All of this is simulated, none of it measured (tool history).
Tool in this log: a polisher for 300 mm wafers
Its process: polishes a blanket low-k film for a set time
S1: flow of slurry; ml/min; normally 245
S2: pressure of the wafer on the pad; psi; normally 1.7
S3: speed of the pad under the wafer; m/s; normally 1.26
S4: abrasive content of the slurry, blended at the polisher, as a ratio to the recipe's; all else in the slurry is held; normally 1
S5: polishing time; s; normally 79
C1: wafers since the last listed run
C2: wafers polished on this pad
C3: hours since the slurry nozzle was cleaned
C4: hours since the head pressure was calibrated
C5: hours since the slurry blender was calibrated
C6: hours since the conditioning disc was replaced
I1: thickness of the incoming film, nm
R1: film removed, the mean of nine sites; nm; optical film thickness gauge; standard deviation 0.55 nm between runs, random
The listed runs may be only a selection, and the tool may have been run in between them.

run,hour,S1,S2,S3,S4,S5,C1,C2,C3,C4,C5,C6,I1,R1
1,0,245,1.7,1.26,1,79,0,2324,353.9,796.4,268.7,58,338.6,38.6
# hour 27.6: worn pad replaced by a new one
2,42.5,285,1.7,0.92,1,79,339,131,396.4,838.9,311.2,100.5,339.3,31.7
# hour 44.9: slurry blender recalibrated
# hour 104.6: head pressure recalibrated
3,162.3,245,1.7,1.26,1,79,1021,1152,516.2,57.7,117.4,220.3,334.3,37.9
4,207.8,310,1.7,1.26,1,79,401,1554,561.7,103.2,162.9,265.8,338.8,38.9
5,250.3,310,1.7,1.26,1,79,374,1928,604.2,145.7,205.4,308.3,339.7,39.6
6,296.4,310,1.7,1.26,1,79,406,2335,650.3,191.8,251.5,354.4,341,39.5
# hour 327.5: worn pad replaced by a new one
7,367,245,1.7,1.38,1,70,587,348,720.9,262.4,322.1,425,333.8,34.8
# hour 382.3: slurry blender recalibrated
# hour 415.2: conditioning disc replaced and pad reconditioned
8,437.9,245,1.7,1.26,1,79,590,938,791.8,333.3,55.6,22.7,344.5,36.6
9,462.5,245,1.7,1.26,1,79,216,1155,816.4,357.9,80.2,47.3,340.3,36.6
10,506.1,245,1.7,1.26,1,79,384,1539,860,401.5,123.8,90.9,337.7,36.5
# hour 513.7: slurry nozzle cleaned
# hour 637.7: worn pad replaced by a new one
11,638.2,165,1.7,1.26,0.85,91,1121,4,124.5,533.6,255.9,223,339.7,39.7
12,666.1,285,2.1,1.66,1,94,246,250,152.4,561.5,283.8,250.9,340.1,69.5
# hour 671.6: slurry blender recalibrated
13,706.8,310,2,0.82,1,79,341,591,193.1,602.2,35.2,291.6,335.3,34.9
14,762.9,245,1.7,1.26,1,79,494,1086,249.2,658.3,91.3,347.7,333.9,38.3
15,831.1,185,1.7,1.44,1,101,601,1687,317.4,726.5,159.5,415.9,345.3,50.1
16,867.7,245,1.7,1.26,1,79,322,2010,354,763.1,196.1,452.5,337.9,37.2

Run 17 comes next. What will it give?
# hour 891.3: conditioning disc replaced and pad reconditioned
17,892,295,1.3,1.58,1,79,196,2207,378.3,787.4,220.4,0.7,343.4,?

R1: 37.2 nm
On a tool with no hidden condition, and with the same random variation, this run would have come out at R1 39.3 nm.

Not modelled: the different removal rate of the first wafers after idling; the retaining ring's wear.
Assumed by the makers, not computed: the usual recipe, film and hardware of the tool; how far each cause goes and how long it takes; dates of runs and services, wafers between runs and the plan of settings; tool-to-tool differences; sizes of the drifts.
